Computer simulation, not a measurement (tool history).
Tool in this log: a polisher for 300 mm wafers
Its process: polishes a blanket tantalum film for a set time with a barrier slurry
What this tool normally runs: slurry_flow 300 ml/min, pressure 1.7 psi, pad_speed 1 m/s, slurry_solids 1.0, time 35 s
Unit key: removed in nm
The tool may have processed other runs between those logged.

run,hour,slurry_flow,pressure,pad_speed,slurry_solids,time,wafers since the last listed run,wafers polished on this pad,hours since the slurry nozzle was cleaned,hours since the head pressure was calibrated,hours since the slurry blender was calibrated,"incoming thickness of the incoming film, nm",removed
1,0.0,300,1.7,1,1.0,35,0,469,139.4,110.4,160.4,425.3,46.0
2,33.9,300,1.7,1,1.0,35,361,831,173.3,144.3,194.3,426.7,44.8
3,60.2,300,1.7,1,1.0,35,280,1111,199.6,170.6,220.6,428.5,43.6
# hour 63.2: slurry blender recalibrated
# hour 69.6: worn pad replaced by a new one
4,89.1,300,1.7,1,1.0,35,244,208,228.5,199.5,25.9,425.1,45.2
5,118.0,300,1.7,1,1.0,35,308,517,257.4,228.4,54.8,423.0,45.0
6,134.4,300,1.7,1,1.0,35,175,692,273.8,244.8,71.2,432.9,44.7
7,153.0,300,1.7,1,1.0,35,198,890,292.4,263.4,89.8,429.0,43.7
8,181.9,300,1.7,1,1.0,35,308,1199,321.3,292.3,118.7,429.1,43.7
# hour 185.1: slurry nozzle cleaned
# hour 186.6: worn pad replaced by a new one
# hour 201.7: head pressure recalibrated
9,208.9,300,1.7,1,1.0,35,239,216,23.8,7.2,145.7,433.1,47.0
# hour 236.9: slurry blender recalibrated
10,271.4,300,1.5,1,1.0,35,645,862,86.3,69.7,34.5,431.3,40.1
# hour 285.4: worn pad replaced by a new one
11,305.2,300,1.1,1,0.8,35,318,211,120.1,103.5,68.3,427.8,28.1

Run 12 comes next. What will it give?
12,332.5,300,1.7,1,1.0,31,291,503,147.4,130.8,95.6,430.6,?

{"run 12": {"removed": 40.4}}
Without the tool's hidden state the same run would have given removed 42.5 nm.
